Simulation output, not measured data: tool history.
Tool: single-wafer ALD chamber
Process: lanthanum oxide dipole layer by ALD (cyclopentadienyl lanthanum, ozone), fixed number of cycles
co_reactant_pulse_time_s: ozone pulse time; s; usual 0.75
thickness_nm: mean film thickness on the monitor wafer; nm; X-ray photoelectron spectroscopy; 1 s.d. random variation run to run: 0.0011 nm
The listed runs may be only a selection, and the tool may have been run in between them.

| run | hour | co_reactant_pulse_time_s | read-back reference wafer on the same gauge, thickness_nm | thickness_nm |
|---|---|---|---|---|
| 1 | 0 | 0.75 | 0.402 | 0.442 |
| 2 | 50 | 0.67 | 0.402 | 0.408 |
| 3 | 111.3 | 0.67 | 0.402 | 0.408 |
| 4 | 167.7 | 0.75 | 0.402 | 0.44 |
| 5 | 207.4 | 0.75 | 0.402 | 0.44 |
| 6 | 252.1 | 0.88 | 0.402 | 0.483 |
| 7 | 465.4 | 0.88 | 0.402 | 0.483 |
| 8 | 520 | 0.75 | 0.402 | 0.441 |
| 9 | 579.8 | 0.75 | 0.402 | 0.442 |
| 10 | 658.8 | 0.75 | 0.402 | 0.441 |
| 11 | 747.5 | 0.75 | 0.402 | 0.441 |
| 12 | 846.8 | 0.75 | 0.402 | 0.44 |
|  | 887.9 | ozone generator serviced |
| 13 | 888.4 | 0.75 | 0.402 | 0.45 |
| 14 | 990 | 0.75 | 0.402 | 0.447 |
| 15 | 1057.8 | 0.75 | 0.402 | 0.448 |
| 16 | 1135.8 | 0.75 | 0.402 | 0.444 |
| 17 | 1241 | 0.75 | 0.402 | 0.447 |
|  | 1316.3 | thermocouple changed; heater temperature recalibrated |
| 18 | 1503.2 | 0.62 | 0.402 | 0.385 |
| 19 | 1562.8 | 0.75 | 0.402 | 0.446 |
| 20 | 1704.6 | 0.5 | 0.402 | 0.306 |
| 21 | 1775.2 | 0.75 | 0.402 | 0.442 |
| 22 | 1902.6 | 0.75 | 0.402 | 0.441 |
|  | 1954.3 | showerhead replaced |
|  | 1974.5 | gauge calibrated |
| 23 | 1975.7 | 0.46 | 0.402 | 0.272 |
| 24 | 2019.1 | 0.75 | 0.402 | 0.443 |
| 25 | 2067.2 | 0.52 | 0.402 | 0.321 |
| 26 | 2169.2 | 0.96 | 0.402 | 0.501 |
| 27 | 2249.4 | 0.75 | 0.402 | 0.443 |
|  | 2265.7 | ozone generator serviced |
| 28 | 2341.9 | 0.66 | 0.402 | 0.411 |
| 29 | 2416.6 | 1.05 | 0.402 | 0.525 |
| 30 | 2485 | 0.57 | 0.402 | 0.356 |
| 31 | 2533.4 | 0.63 | 0.402 | 0.393 |
| 32 | 2589.5 | 0.65 | 0.402 | 0.402 |

What if the next run were any one of these 5? Each begins from the tool's condition after run 32:
| A | 2589.9 | 0.75 | ? | ? |
| B | 2589.9 | 0.45 | ? | ? |
| C | 2589.9 | 0.58 | ? | ? |
| D | 2589.9 | 0.51 | ? | ? |
| E | 2589.9 | 0.61 | ? | ? |

| run | read-back reference wafer on the same gauge, thickness_nm | thickness_nm |
|---|---|---|
| A | 0.402 | 0.447 |
| B | 0.402 | 0.268 |
| C | 0.402 | 0.364 |
| D | 0.402 | 0.317 |
| E | 0.402 | 0.382 |
The same runs, with their run-to-run variation unchanged, on a tool lacking any hidden condition would have given:
| run | thickness_nm |
|---|---|
| A | 0.451 |
| B | 0.273 |
| C | 0.369 |
| D | 0.322 |
| E | 0.387 |
